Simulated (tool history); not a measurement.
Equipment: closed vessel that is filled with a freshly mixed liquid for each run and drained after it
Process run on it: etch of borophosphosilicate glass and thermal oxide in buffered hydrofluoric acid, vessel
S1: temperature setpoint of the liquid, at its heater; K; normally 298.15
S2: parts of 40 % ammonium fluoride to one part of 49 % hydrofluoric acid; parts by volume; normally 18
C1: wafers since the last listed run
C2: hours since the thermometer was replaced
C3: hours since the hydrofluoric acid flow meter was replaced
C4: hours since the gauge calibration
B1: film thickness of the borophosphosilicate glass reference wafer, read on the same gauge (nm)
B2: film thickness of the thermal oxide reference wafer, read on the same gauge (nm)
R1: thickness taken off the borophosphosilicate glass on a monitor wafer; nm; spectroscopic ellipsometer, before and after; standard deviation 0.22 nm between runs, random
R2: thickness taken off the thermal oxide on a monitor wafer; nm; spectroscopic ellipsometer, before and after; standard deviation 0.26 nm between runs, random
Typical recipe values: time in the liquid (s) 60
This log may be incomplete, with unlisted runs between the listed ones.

run 1 hour=0 | S1=298.15 S2=18 time_in_the_liquid_(s)=60 | C1=0 C2=2486.7 C3=875.6 C4=585.8 | B1=30.01 B2=90 | R1=55.41 R2=41.36
run 2 hour=84.5 | S1=294.15 S2=20.5 time_in_the_liquid_(s)=60 | C1=5668 C2=2571.2 C3=960.1 C4=670.3 | B1=29.99 B2=89.99 | R1=39.71 R2=29.74
run 3 hour=126.5 | S1=294.15 S2=20.5 time_in_the_liquid_(s)=60 | C1=2817 C2=2613.2 C3=1002.1 C4=712.3 | B1=30 B2=90.01 | R1=39.69 R2=29.41
run 4 hour=198 | S1=298.15 S2=18 time_in_the_liquid_(s)=80 | C1=4796 C2=2684.7 C3=1073.6 C4=783.8 | B1=30.02 B2=89.99 | R1=73.52 R2=55.88
run 5 hour=242 | S1=298.15 S2=18 time_in_the_liquid_(s)=80 | C1=2951 C2=2728.7 C3=1117.6 C4=827.8 | B1=29.95 B2=89.99 | R1=74.21 R2=54.77
run 6 hour=327 | S1=298.15 S2=18 time_in_the_liquid_(s)=80 | C1=5701 C2=2813.7 C3=1202.6 C4=912.8 | B1=30.01 B2=90 | R1=73.59 R2=55.38
-- hour=379.7 thermometer replaced
run 7 hour=422.1 | S1=298.15 S2=18 time_in_the_liquid_(s)=60 | C1=6312 C2=42.4 C3=1297.7 C4=1007.9 | B1=29.95 B2=89.99 | R1=54.46 R2=40.76
run 8 hour=524.2 | S1=298.15 S2=18 time_in_the_liquid_(s)=60 | C1=6848 C2=144.5 C3=1399.8 C4=1110 | B1=30 B2=90 | R1=54.55 R2=40.53
run 9 hour=612.7 | S1=298.15 S2=18 time_in_the_liquid_(s)=60 | C1=5936 C2=233 C3=1488.3 C4=1198.5 | B1=29.96 B2=89.99 | R1=54.73 R2=40.42
run 10 hour=665.6 | S1=301.65 S2=22 time_in_the_liquid_(s)=50 | C1=3548 C2=285.9 C3=1541.2 C4=1251.4 | B1=30 B2=90.01 | R1=45.77 R2=34.19
-- hour=729.2 gauge calibrated
-- hour=744.1 hydrofluoric acid flow meter replaced
run 11 hour=761 | S1=298.15 S2=18 time_in_the_liquid_(s)=60 | C1=6332 C2=381.3 C3=16.9 C4=31.8 | B1=29.99 B2=90 | R1=54.12 R2=40.66
run 12 hour=817 | S1=298.15 S2=18 time_in_the_liquid_(s)=60 | C1=3756 C2=437.3 C3=72.9 C4=87.8 | B1=29.96 B2=89.98 | R1=54.11 R2=40.52
-- hour=890.4 thermometer replaced, repeated, since the last time left the tool worse
run 13 hour=915.8 | S1=298.15 S2=18 time_in_the_liquid_(s)=60 | C1=6560 C2=25.4 C3=171.7 C4=186.6 | B1=29.99 B2=90 | R1=57.19 R2=41.96
run 14 hour=967.6 | S1=300.15 S2=18 time_in_the_liquid_(s)=80 | C1=3474 C2=77.2 C3=223.5 C4=238.4 | B1=30.02 B2=90 | R1=84.78 R2=62.58
run 15 hour=1072.2 | S1=298.15 S2=24.5 time_in_the_liquid_(s)=50 | C1=7016 C2=181.8 C3=328.1 C4=343 | B1=29.97 B2=90.02 | R1=37.11 R2=27.97
run 16 hour=1136 | S1=301.65 S2=18 time_in_the_liquid_(s)=30 | C1=4279 C2=245.6 C3=391.9 C4=406.8 | B1=30.04 B2=89.98 | R1=34.41 R2=25.27
run 17 hour=1214.6 | S1=299.65 S2=22 time_in_the_liquid_(s)=40 | C1=5272 C2=324.2 C3=470.5 C4=485.4 | B1=30.03 B2=89.99 | R1=34.56 R2=25.98
run 18 hour=1270.2 | S1=301.15 S2=11.5 time_in_the_liquid_(s)=60 | C1=3729 C2=379.8 C3=526.1 C4=541 | B1=29.97 B2=90.01 | R1=103.25 R2=77.81
run 19 hour=1342.7 | S1=302.15 S2=13 time_in_the_liquid_(s)=60 | C1=4863 C2=452.3 C3=598.6 C4=613.5 | B1=30.02 B2=90.01 | R1=96.13 R2=72.84
run 20 hour=1419 | S1=298.15 S2=22.5 time_in_the_liquid_(s)=60 | C1=5118 C2=528.6 C3=674.9 C4=689.8 | B1=29.96 B2=89.98 | R1=47.09 R2=34.88
run 21 hour=1505.9 | S1=298.15 S2=18 time_in_the_liquid_(s)=60 | C1=5829 C2=615.5 C3=761.8 C4=776.7 | B1=29.98 B2=90.01 | R1=56.75 R2=42.21
run 22 hour=1604.1 | S1=295.65 S2=24 time_in_the_liquid_(s)=40 | C1=6587 C2=713.7 C3=860 C4=874.9 | B1=30.01 B2=90 | R1=26.21 R2=19.31
run 23 hour=1694.9 | S1=298.15 S2=18 time_in_the_liquid_(s)=60 | C1=6090 C2=804.5 C3=950.8 C4=965.7 | B1=29.98 B2=90.01 | R1=56.58 R2=42.82
run 24 hour=1748.5 | S1=295.15 S2=18 time_in_the_liquid_(s)=60 | C1=3595 C2=858.1 C3=1004.4 C4=1019.3 | B1=29.97 B2=89.99 | R1=47.78 R2=35.22

Branching from run 24: 5 alternative next runs. What would each branch give?
run A hour=1749.2 | S1=303.15 S2=18 time_in_the_liquid_(s)=60 | C1=46 C2=858.8 C3=1005.1 C4=1020 | B1=? B2=? | R1=? R2=?
run B hour=1749.2 | S1=302.65 S2=14 time_in_the_liquid_(s)=30 | C1=46 C2=858.8 C3=1005.1 C4=1020 | B1=? B2=? | R1=? R2=?
run C hour=1749.2 | S1=298.15 S2=18 time_in_the_liquid_(s)=90 | C1=46 C2=858.8 C3=1005.1 C4=1020 | B1=? B2=? | R1=? R2=?
run D hour=1749.2 | S1=298.15 S2=18 time_in_the_liquid_(s)=75 | C1=46 C2=858.8 C3=1005.1 C4=1020 | B1=? B2=? | R1=? R2=?
run E hour=1749.2 | S1=298.15 S2=13.5 time_in_the_liquid_(s)=60 | C1=46 C2=858.8 C3=1005.1 C4=1020 | B1=? B2=? | R1=? R2=?

run=A B1=29.98 B2=90.01 R1=73.41 R2=54.73
run=B B1=29.98 B2=90.01 R1=45.8 R2=34.1
run=C B1=29.98 B2=90.01 R1=84.45 R2=62.8
run=D B1=29.98 B2=90.01 R1=70.37 R2=52.34
run=E B1=29.98 B2=90.01 R1=74.78 R2=55.55
Without the tool's unlogged condition, the same runs would have read:
run=A R1=73.99 R2=55.16
run=B R1=46.16 R2=34.37
run=C R1=85.13 R2=63.32
run=D R1=70.94 R2=52.77
run=E R1=75.39 R2=56.01
